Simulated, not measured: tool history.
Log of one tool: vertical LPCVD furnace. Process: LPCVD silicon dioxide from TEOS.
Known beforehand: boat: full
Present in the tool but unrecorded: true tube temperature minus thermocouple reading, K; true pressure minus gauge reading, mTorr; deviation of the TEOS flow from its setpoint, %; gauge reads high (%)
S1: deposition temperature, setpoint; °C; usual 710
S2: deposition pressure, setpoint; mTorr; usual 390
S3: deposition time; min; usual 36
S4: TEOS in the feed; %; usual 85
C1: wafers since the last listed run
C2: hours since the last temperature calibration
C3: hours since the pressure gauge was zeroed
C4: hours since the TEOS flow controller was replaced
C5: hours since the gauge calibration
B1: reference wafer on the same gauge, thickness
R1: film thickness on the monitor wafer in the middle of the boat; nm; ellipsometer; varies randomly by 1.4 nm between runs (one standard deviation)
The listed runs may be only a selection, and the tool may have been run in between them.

run,hour,S1,S2,S3,S4,C1,C2,C3,C4,C5,B1,R1
1,0,710,390,36,85,0,1549.5,3146.3,3743,848.8,410.74,437.8
2,48.9,710,390,36,85,579,1598.4,3195.2,3791.9,897.7,411.53,437.55
3,116.4,710,390,36,85,799,1665.9,3262.7,3859.4,965.2,411.28,440.45
4,141.2,710,390,36,85,293,1690.7,3287.5,3884.2,990,411.33,439.03
5,166,710,390,46,95,293,1715.5,3312.3,3909,1014.8,411.29,591.14
6,190.1,710,390,46,95,285,1739.6,3336.4,3933.1,1038.9,411.41,596.43
7,228.7,710,390,44.5,85,457,1778.2,3375,3971.7,1077.5,411.48,543.89
# hour 267.9: pressure gauge zeroed
8,272.4,710,390,36,85,233,1821.9,4.5,4015.4,1121.2,410.96,448.19
9,299.4,710,390,36,85,319,1848.9,31.5,4042.4,1148.2,410.56,448.26
10,347.1,710,390,36,85,564,1896.6,79.2,4090.1,1195.9,411.09,450.16
11,397.9,710,390,36,85,601,1947.4,130,4140.9,1246.7,410.54,450.06
12,459.5,710,390,36,85,729,2009,191.6,4202.5,1308.3,410.37,451.2
# hour 539: TEOS flow controller replaced
13,539.5,710,390,36,85,663,2089,271.6,0.5,1388.3,410.9,450.44
14,599.4,705,350,36,85,709,2148.9,331.5,60.4,1448.2,411.17,380.27
15,670.7,717,310,48.5,71,844,2220.2,402.8,131.7,1519.5,411.26,580.19
16,732.9,710,390,36,85,736,2282.4,465,193.9,1581.7,410.93,452.88
17,779.4,710,390,36,85,550,2328.9,511.5,240.4,1628.2,411.16,452.5
18,887.4,710,390,36,85,1278,2436.9,619.5,348.4,1736.2,410.64,452.91
19,957.6,720,390,36,92,831,2507.1,689.7,418.6,1806.4,411.01,593.62
# hour 987.6: gauge calibrated
# hour 1030.5: thermocouples replaced and temperature profile calibrated
20,1031,710,390,22.5,85,584,0.5,763.1,492,43.4,411.32,267.22
21,1070.3,715,315,44,72,465,39.8,802.4,531.3,82.7,410.88,480.61
22,1115.8,721,480,41.5,90,538,85.3,847.9,576.8,128.2,410.97,721.09
23,1157.3,717,310,48.5,71,491,126.8,889.4,618.3,169.7,411.21,546.16
24,1193.2,704,460,48,69,425,162.7,925.3,654.2,205.6,411.15,485.68
25,1232.6,710,390,49.5,85,466,202.1,964.7,693.6,245,411.3,587.18
26,1267.1,699,365,24,97,408,236.6,999.2,728.1,279.5,410.81,228.09
27,1345.1,710,390,36,85,923,314.6,1077.2,806.1,357.5,410.91,425.74
28,1400.9,710,390,36,85,660,370.4,1133,861.9,413.3,410.98,426.12
29,1454.9,714,465,28.5,73,639,424.4,1187,915.9,467.3,410.9,373.79
30,1504.7,710,390,26,76,589,474.2,1236.8,965.7,517.1,410.63,290.08
31,1563.4,702,390,36,85,695,532.9,1295.5,1024.4,575.8,410.71,354.61
32,1588.4,710,390,36,85,296,557.9,1320.5,1049.4,600.8,411,425.35

Results per run with the tool's hidden condition removed, run-to-run variation unchanged:
run,R1
1,432.89
2,432.15
3,434.3
4,432.62
5,582.14
6,586.98
7,534.72
8,431.86
9,431.89
10,433.6
11,433.34
12,434.2
13,433.06
14,365.56
15,558.91
16,434.04
17,433.27
18,432.61
19,566.75
20,270.86
21,489.57
22,729.08
23,557.21
24,491.6
25,596.36
26,232.02
27,432.68
28,433.15
29,378.65
30,294.92
31,360.49
32,432.43

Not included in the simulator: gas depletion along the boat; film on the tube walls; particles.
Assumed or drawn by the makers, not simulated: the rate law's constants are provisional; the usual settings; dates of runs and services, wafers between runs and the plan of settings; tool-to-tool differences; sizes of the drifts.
